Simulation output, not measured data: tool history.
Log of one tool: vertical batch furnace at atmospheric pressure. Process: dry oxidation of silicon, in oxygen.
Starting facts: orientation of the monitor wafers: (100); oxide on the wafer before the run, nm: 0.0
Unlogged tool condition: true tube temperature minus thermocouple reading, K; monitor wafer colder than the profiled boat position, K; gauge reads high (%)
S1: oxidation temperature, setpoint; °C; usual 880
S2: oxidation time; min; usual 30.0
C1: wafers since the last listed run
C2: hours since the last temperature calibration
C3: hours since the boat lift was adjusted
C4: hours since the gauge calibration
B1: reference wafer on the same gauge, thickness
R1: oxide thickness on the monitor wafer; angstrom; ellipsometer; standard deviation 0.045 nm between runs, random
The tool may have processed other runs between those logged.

run 1 day=0.000 | S1=880 S2=30.0 | C1=0 C2=2494.9 C3=2348.8 C4=1206.2 | B1=11.19 | R1=102.1
run 2 day=2.146 | S1=880 S2=30.0 | C1=1018 C2=2546.4 C3=2400.3 C4=1257.7 | B1=11.18 | R1=102.6
run 3 day=4.483 | S1=880 S2=30.0 | C1=1109 C2=2602.5 C3=2456.4 C4=1313.8 | B1=11.18 | R1=101.4
run 4 day=5.575 | S1=880 S2=30.0 | C1=517 C2=2628.7 C3=2482.6 C4=1340.0 | B1=11.20 | R1=102.9
run 5 day=7.608 | S1=880 S2=30.0 | C1=964 C2=2677.5 C3=2531.4 C4=1388.8 | B1=11.21 | R1=102.6
run 6 day=8.971 | S1=880 S2=30.0 | C1=646 C2=2710.2 C3=2564.1 C4=1421.5 | B1=11.19 | R1=103.1
run 7 day=10.296 | S1=880 S2=30.0 | C1=628 C2=2742.0 C3=2595.9 C4=1453.3 | B1=11.19 | R1=102.0
run 8 day=11.812 | S1=880 S2=30.0 | C1=719 C2=2778.4 C3=2632.3 C4=1489.7 | B1=11.18 | R1=102.8
run 9 day=14.121 | S1=880 S2=19.5 | C1=1095 C2=2833.8 C3=2687.7 C4=1545.1 | B1=11.19 | R1=75.0
run 10 day=15.929 | S1=880 S2=19.5 | C1=857 C2=2877.2 C3=2731.1 C4=1588.5 | B1=11.20 | R1=75.4
run 11 day=16.946 | S1=880 S2=30.0 | C1=482 C2=2901.6 C3=2755.5 C4=1612.9 | B1=11.20 | R1=102.6
run 12 day=18.462 | S1=880 S2=21.5 | C1=719 C2=2938.0 C3=2791.9 C4=1649.3 | B1=11.20 | R1=81.0
run 13 day=19.846 | S1=880 S2=30.0 | C1=656 C2=2971.2 C3=2825.1 C4=1682.5 | B1=11.18 | R1=101.2
run 14 day=27.562 | S1=880 S2=30.0 | C1=3661 C2=3156.4 C3=3010.3 C4=1867.7 | B1=11.20 | R1=102.4
run 15 day=29.575 | S1=880 S2=30.0 | C1=954 C2=3204.7 C3=3058.6 C4=1916.0 | B1=11.22 | R1=102.4
run 16 day=32.454 | S1=896 S2=15.5 | C1=1366 C2=3273.8 C3=3127.7 C4=1985.1 | B1=11.19 | R1=76.4
run 17 day=34.183 | S1=880 S2=30.0 | C1=820 C2=3315.3 C3=3169.2 C4=2026.6 | B1=11.20 | R1=102.7
-- day=35.754 gauge calibrated
run 18 day=35.838 | S1=890 S2=24.0 | C1=784 C2=3355.0 C3=3208.9 C4=2.0 | B1=11.20 | R1=98.0
run 19 day=37.900 | S1=880 S2=30.0 | C1=978 C2=3404.5 C3=3258.4 C4=51.5 | B1=11.19 | R1=102.8
-- day=39.704 boat lift adjusted
run 20 day=39.725 | S1=905 S2=24.0 | C1=391 C2=3448.3 C3=0.5 C4=95.3 | B1=11.20 | R1=115.7
-- day=41.846 thermocouples replaced and temperature profile calibrated
run 21 day=41.867 | S1=870 S2=25.5 | C1=541 C2=0.5 C3=51.9 C4=146.7 | B1=11.19 | R1=75.9
run 22 day=43.096 | S1=889 S2=15.0 | C1=583 C2=30.0 C3=81.4 C4=176.2 | B1=11.18 | R1=65.0
run 23 day=44.279 | S1=864 S2=26.0 | C1=561 C2=58.4 C3=109.8 C4=204.6 | B1=11.21 | R1=72.8
run 24 day=46.467 | S1=880 S2=21.5 | C1=1037 C2=110.9 C3=162.3 C4=257.1 | B1=11.17 | R1=76.7
run 25 day=48.550 | S1=886 S2=25.5 | C1=988 C2=160.9 C3=212.3 C4=307.1 | B1=11.19 | R1=91.9
run 26 day=50.908 | S1=872 S2=26.0 | C1=1118 C2=217.5 C3=268.9 C4=363.7 | B1=11.21 | R1=80.1
run 27 day=52.654 | S1=862 S2=18.5 | C1=828 C2=259.4 C3=310.8 C4=405.6 | B1=11.19 | R1=55.7
run 28 day=53.675 | S1=880 S2=30.0 | C1=484 C2=283.9 C3=335.3 C4=430.1 | B1=11.20 | R1=97.3
run 29 day=55.133 | S1=900 S2=30.0 | C1=691 C2=318.9 C3=370.3 C4=465.1 | B1=11.19 | R1=122.5
run 30 day=57.658 | S1=858 S2=22.5 | C1=1198 C2=379.5 C3=430.9 C4=525.7 | B1=11.20 | R1=61.5
run 31 day=59.708 | S1=880 S2=30.0 | C1=972 C2=428.7 C3=480.1 C4=574.9 | B1=11.21 | R1=97.6
run 32 day=61.567 | S1=857 S2=15.5 | C1=881 C2=473.3 C3=524.7 C4=619.5 | B1=11.19 | R1=46.7
run 33 day=62.900 | S1=880 S2=20.0 | C1=632 C2=505.3 C3=556.7 C4=651.5 | B1=11.18 | R1=74.2
run 34 day=65.488 | S1=868 S2=37.0 | C1=1227 C2=567.4 C3=618.8 C4=713.6 | B1=11.19 | R1=99.5
run 35 day=67.108 | S1=866 S2=20.5 | C1=769 C2=606.3 C3=657.7 C4=752.5 | B1=11.20 | R1=63.8
run 36 day=69.050 | S1=897 S2=15.5 | C1=921 C2=652.9 C3=704.3 C4=799.1 | B1=11.18 | R1=75.2
run 37 day=71.900 | S1=880 S2=24.0 | C1=1352 C2=721.3 C3=772.7 C4=867.5 | B1=11.21 | R1=84.7
run 38 day=73.742 | S1=873 S2=37.0 | C1=873 C2=765.5 C3=816.9 C4=911.7 | B1=11.21 | R1=106.5

Here are 5 independent what-if runs from the current tool condition. What would each one return?
run A day=73.892 | S1=861 S2=30.0 | C1=71 C2=769.1 C3=820.5 C4=915.3 | B1=? | R1=?
run B day=73.892 | S1=900 S2=17.5 | C1=71 C2=769.1 C3=820.5 C4=915.3 | B1=? | R1=?
run C day=73.892 | S1=880 S2=21.0 | C1=71 C2=769.1 C3=820.5 C4=915.3 | B1=? | R1=?
run D day=73.892 | S1=892 S2=15.0 | C1=71 C2=769.1 C3=820.5 C4=915.3 | B1=? | R1=?
run E day=73.892 | S1=888 S2=15.5 | C1=71 C2=769.1 C3=820.5 C4=915.3 | B1=? | R1=?

run=A B1=11.19 R1=79.9
run=B B1=11.19 R1=85.5
run=C B1=11.19 R1=77.5
run=D B1=11.19 R1=70.1
run=E B1=11.19 R1=68.6
Stripped of hidden state, with their random variation kept, the same runs would have yielded:
run=A R1=77.4
run=B R1=83.1
run=C R1=75.3
run=D R1=68.1
run=E R1=66.6

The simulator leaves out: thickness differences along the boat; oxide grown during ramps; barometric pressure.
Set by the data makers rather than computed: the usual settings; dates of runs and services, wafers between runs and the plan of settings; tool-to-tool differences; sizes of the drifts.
